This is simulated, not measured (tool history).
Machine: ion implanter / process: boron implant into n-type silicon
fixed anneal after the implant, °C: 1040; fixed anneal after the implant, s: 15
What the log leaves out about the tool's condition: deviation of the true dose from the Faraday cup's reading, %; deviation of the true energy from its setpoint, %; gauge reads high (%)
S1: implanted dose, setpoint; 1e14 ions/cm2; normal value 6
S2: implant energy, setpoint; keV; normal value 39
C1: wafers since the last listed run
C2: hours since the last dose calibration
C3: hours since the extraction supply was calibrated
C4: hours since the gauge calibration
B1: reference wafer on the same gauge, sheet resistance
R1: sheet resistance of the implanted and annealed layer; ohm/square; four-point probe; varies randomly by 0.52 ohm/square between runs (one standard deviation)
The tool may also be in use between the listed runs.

{"run": 1, "day": 0.0, "S1": 6, "S2": 39, "C1": 0, "C2": 738.7, "C3": 2538.3, "C4": 2631.7, "B1": 166.96, "R1": 171.33}
{"run": 2, "day": 2.908, "S1": 6, "S2": 39, "C1": 621, "C2": 808.5, "C3": 2608.1, "C4": 2701.5, "B1": 166.92, "R1": 171.4}
{"run": 3, "day": 4.421, "S1": 6, "S2": 39, "C1": 323, "C2": 844.8, "C3": 2644.4, "C4": 2737.8, "B1": 166.94, "R1": 172.17}
{"run": 4, "day": 7.258, "S1": 6, "S2": 39, "C1": 606, "C2": 912.9, "C3": 2712.5, "C4": 2805.9, "B1": 166.96, "R1": 172.15}
{"run": 5, "day": 9.783, "S1": 6, "S2": 39, "C1": 539, "C2": 973.5, "C3": 2773.1, "C4": 2866.5, "B1": 166.93, "R1": 171.71}
{"day": 10.425, "done": "gauge calibrated"}
{"run": 6, "day": 12.333, "S1": 6, "S2": 39, "C1": 544, "C2": 1034.7, "C3": 2834.3, "C4": 45.8, "B1": 167.03, "R1": 171.2}
{"run": 7, "day": 14.992, "S1": 6, "S2": 39, "C1": 567, "C2": 1098.5, "C3": 2898.1, "C4": 109.6, "B1": 166.87, "R1": 171.03}
{"run": 8, "day": 16.7, "S1": 5.63, "S2": 39, "C1": 364, "C2": 1139.5, "C3": 2939.1, "C4": 150.6, "B1": 166.98, "R1": 181.83}
{"day": 19.204, "done": "Faraday cup replaced and dose calibrated"}
{"run": 9, "day": 19.375, "S1": 5.6, "S2": 39, "C1": 500, "C2": 4.1, "C3": 3003.3, "C4": 214.8, "B1": 166.96, "R1": 181.97}
{"run": 10, "day": 21.488, "S1": 5.6, "S2": 39, "C1": 451, "C2": 54.8, "C3": 3054, "C4": 265.5, "B1": 167.03, "R1": 181.91}
{"day": 22.871, "done": "extraction supply calibrated"}
{"run": 11, "day": 23.383, "S1": 4.83, "S2": 39, "C1": 333, "C2": 100.3, "C3": 12.3, "C4": 311, "B1": 167, "R1": 205.43}
{"run": 12, "day": 32.342, "S1": 4.83, "S2": 39, "C1": 1913, "C2": 315.3, "C3": 227.3, "C4": 526, "B1": 166.95, "R1": 205.3}
{"run": 13, "day": 34.525, "S1": 4.83, "S2": 39, "C1": 466, "C2": 367.7, "C3": 279.7, "C4": 578.4, "B1": 167.04, "R1": 204.42}
{"run": 14, "day": 35.658, "S1": 5.23, "S2": 47, "C1": 242, "C2": 394.9, "C3": 306.9, "C4": 605.6, "B1": 167.07, "R1": 188.18}
{"run": 15, "day": 37.583, "S1": 6, "S2": 39, "C1": 411, "C2": 441.1, "C3": 353.1, "C4": 651.8, "B1": 167.16, "R1": 171.1}
{"run": 16, "day": 39.5, "S1": 7.43, "S2": 43, "C1": 409, "C2": 487.1, "C3": 399.1, "C4": 697.8, "B1": 167.01, "R1": 142.82}
{"run": 17, "day": 40.875, "S1": 5.23, "S2": 47, "C1": 293, "C2": 520.1, "C3": 432.1, "C4": 730.8, "B1": 167.02, "R1": 188.18}
{"run": 18, "day": 42.042, "S1": 5.2, "S2": 39, "C1": 249, "C2": 548.1, "C3": 460.1, "C4": 758.8, "B1": 167.05, "R1": 193.42}
{"run": 19, "day": 43.675, "S1": 6.69, "S2": 32, "C1": 348, "C2": 587.3, "C3": 499.3, "C4": 798, "B1": 166.98, "R1": 160.21}
{"run": 20, "day": 44.825, "S1": 6, "S2": 39, "C1": 245, "C2": 614.9, "C3": 526.9, "C4": 825.6, "B1": 166.87, "R1": 171.58}
{"run": 21, "day": 46.429, "S1": 7.34, "S2": 39, "C1": 342, "C2": 653.4, "C3": 565.4, "C4": 864.1, "B1": 166.96, "R1": 145.07}
{"run": 22, "day": 48.233, "S1": 6.49, "S2": 39, "C1": 385, "C2": 696.7, "C3": 608.7, "C4": 907.4, "B1": 167.09, "R1": 161.54}
{"run": 23, "day": 49.538, "S1": 4.38, "S2": 39, "C1": 278, "C2": 728, "C3": 640, "C4": 938.7, "B1": 167.06, "R1": 222}
{"run": 24, "day": 50.617, "S1": 6.6, "S2": 28.5, "C1": 230, "C2": 753.9, "C3": 665.9, "C4": 964.6, "B1": 166.93, "R1": 163.52}
{"run": 25, "day": 52.521, "S1": 4.82, "S2": 44.5, "C1": 406, "C2": 799.6, "C3": 711.6, "C4": 1010.3, "B1": 166.99, "R1": 202.35}
{"run": 26, "day": 54.233, "S1": 6, "S2": 39, "C1": 365, "C2": 840.7, "C3": 752.7, "C4": 1051.4, "B1": 166.98, "R1": 170.9}
{"run": 27, "day": 56.046, "S1": 4.55, "S2": 27.5, "C1": 387, "C2": 884.2, "C3": 796.2, "C4": 1094.9, "B1": 166.99, "R1": 223.77}
{"run": 28, "day": 58.2, "S1": 6, "S2": 39, "C1": 460, "C2": 935.9, "C3": 847.9, "C4": 1146.6, "B1": 167.02, "R1": 171.98}
{"run": 29, "day": 59.925, "S1": 6.49, "S2": 50.5, "C1": 368, "C2": 977.3, "C3": 889.3, "C4": 1188, "B1": 166.98, "R1": 156.44}
{"run": 30, "day": 61.646, "S1": 6, "S2": 28, "C1": 367, "C2": 1018.6, "C3": 930.6, "C4": 1229.3, "B1": 167.01, "R1": 177.59}
{"day": 62.183, "done": "Faraday cup replaced and dose calibrated"}
{"run": 31, "day": 63.504, "S1": 7.03, "S2": 43.5, "C1": 325, "C2": 31.7, "C3": 975.2, "C4": 1273.9, "B1": 167.16, "R1": 148.92}
{"run": 32, "day": 64.579, "S1": 5.5, "S2": 35.5, "C1": 229, "C2": 57.5, "C3": 1001, "C4": 1299.7, "B1": 167.06, "R1": 186.46}
{"run": 33, "day": 66.608, "S1": 7.67, "S2": 34.5, "C1": 433, "C2": 106.2, "C3": 1049.7, "C4": 1348.4, "B1": 166.94, "R1": 141.99}
{"run": 34, "day": 68.825, "S1": 7.62, "S2": 39, "C1": 473, "C2": 159.4, "C3": 1102.9, "C4": 1401.6, "B1": 167.07, "R1": 140.7}
{"run": 35, "day": 69.921, "S1": 6.5, "S2": 52.5, "C1": 234, "C2": 185.7, "C3": 1129.2, "C4": 1427.9, "B1": 166.88, "R1": 155.83}
{"run": 36, "day": 72.196, "S1": 4.75, "S2": 39, "C1": 486, "C2": 240.3, "C3": 1183.8, "C4": 1482.5, "B1": 167.03, "R1": 207.78}

For each entry between runs, how does the tool's hidden state at the last listed run before it compare with that at the first listed run after it?
Logged between run 5 and run 6: gauge calibrated (day 10.425)
  no hidden state differs between the two runs
Logged between run 8 and run 9: Faraday cup replaced and dose calibrated (day 19.204)
  no hidden state differs between the two runs
Logged between run 10 and run 11: extraction supply calibrated (day 22.871)
  no hidden state differs between the two runs
Logged between run 30 and run 31: Faraday cup replaced and dose calibrated (day 62.183)
  no hidden state differs between the two runs

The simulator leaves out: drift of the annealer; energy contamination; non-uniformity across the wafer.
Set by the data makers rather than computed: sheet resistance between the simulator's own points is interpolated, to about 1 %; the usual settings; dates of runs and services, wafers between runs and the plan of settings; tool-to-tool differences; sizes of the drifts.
